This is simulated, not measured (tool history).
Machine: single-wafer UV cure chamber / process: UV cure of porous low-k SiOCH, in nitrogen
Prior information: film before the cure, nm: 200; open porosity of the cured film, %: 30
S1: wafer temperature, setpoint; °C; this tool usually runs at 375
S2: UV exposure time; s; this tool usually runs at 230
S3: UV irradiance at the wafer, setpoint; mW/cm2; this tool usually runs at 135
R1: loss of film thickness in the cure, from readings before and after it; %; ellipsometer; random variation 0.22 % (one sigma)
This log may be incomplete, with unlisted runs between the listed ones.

{"run": 1, "hour": 0.0, "S1": 375, "S2": 230, "S3": 135, "R1": 15.339}
{"run": 2, "hour": 69.4, "S1": 375, "S2": 230, "S3": 135, "R1": 15.346}
{"run": 3, "hour": 129.0, "S1": 375, "S2": 230, "S3": 135, "R1": 14.849}
{"run": 4, "hour": 186.0, "S1": 375, "S2": 300, "S3": 135, "R1": 16.868}
{"run": 5, "hour": 240.6, "S1": 375, "S2": 300, "S3": 135, "R1": 16.255}
{"hour": 268.9, "done": "UV bulbs replaced"}
{"run": 6, "hour": 273.5, "S1": 375, "S2": 230, "S3": 135, "R1": 14.975}
{"hour": 302.0, "done": "quartz window cleaned"}
{"run": 7, "hour": 333.8, "S1": 375, "S2": 230, "S3": 135, "R1": 15.975}
{"run": 8, "hour": 398.3, "S1": 375, "S2": 230, "S3": 135, "R1": 15.916}
{"run": 9, "hour": 434.1, "S1": 362, "S2": 230, "S3": 135, "R1": 15.096}
{"run": 10, "hour": 468.2, "S1": 375, "S2": 265, "S3": 108, "R1": 14.535}
{"run": 11, "hour": 501.2, "S1": 367, "S2": 170, "S3": 109, "R1": 12.441}
{"run": 12, "hour": 549.8, "S1": 391, "S2": 190, "S3": 119, "R1": 13.609}
{"run": 13, "hour": 588.9, "S1": 375, "S2": 230, "S3": 135, "R1": 14.9}
{"run": 14, "hour": 633.4, "S1": 382, "S2": 110, "S3": 116, "R1": 10.204}
{"hour": 649.3, "done": "quartz window cleaned"}
{"run": 15, "hour": 673.1, "S1": 375, "S2": 230, "S3": 135, "R1": 15.818}
{"run": 16, "hour": 736.6, "S1": 365, "S2": 300, "S3": 135, "R1": 16.643}
{"run": 17, "hour": 764.0, "S1": 375, "S2": 345, "S3": 114, "R1": 16.395}

Consider 4 possible next runs. They are alternatives, not a sequence: every one starts from the tool as it was left by run 17. What does each give?
{"run": "A", "hour": 764.5, "S1": 381, "S2": 230, "S3": 135, "R1": "?"}
{"run": "B", "hour": 764.5, "S1": 375, "S2": 105, "S3": 112, "R1": "?"}
{"run": "C", "hour": 764.5, "S1": 381, "S2": 330, "S3": 156, "R1": "?"}
{"run": "D", "hour": 764.5, "S1": 359, "S2": 150, "S3": 135, "R1": "?"}

run=A R1=15.346
run=B R1=10.204
run=C R1=18.121
run=D R1=12.608
Take away the tool's hidden state, keep each run's random variation, and the runs would have read:
run=A R1=16.32
run=B R1=11.101
run=C R1=19.117
run=D R1=13.536
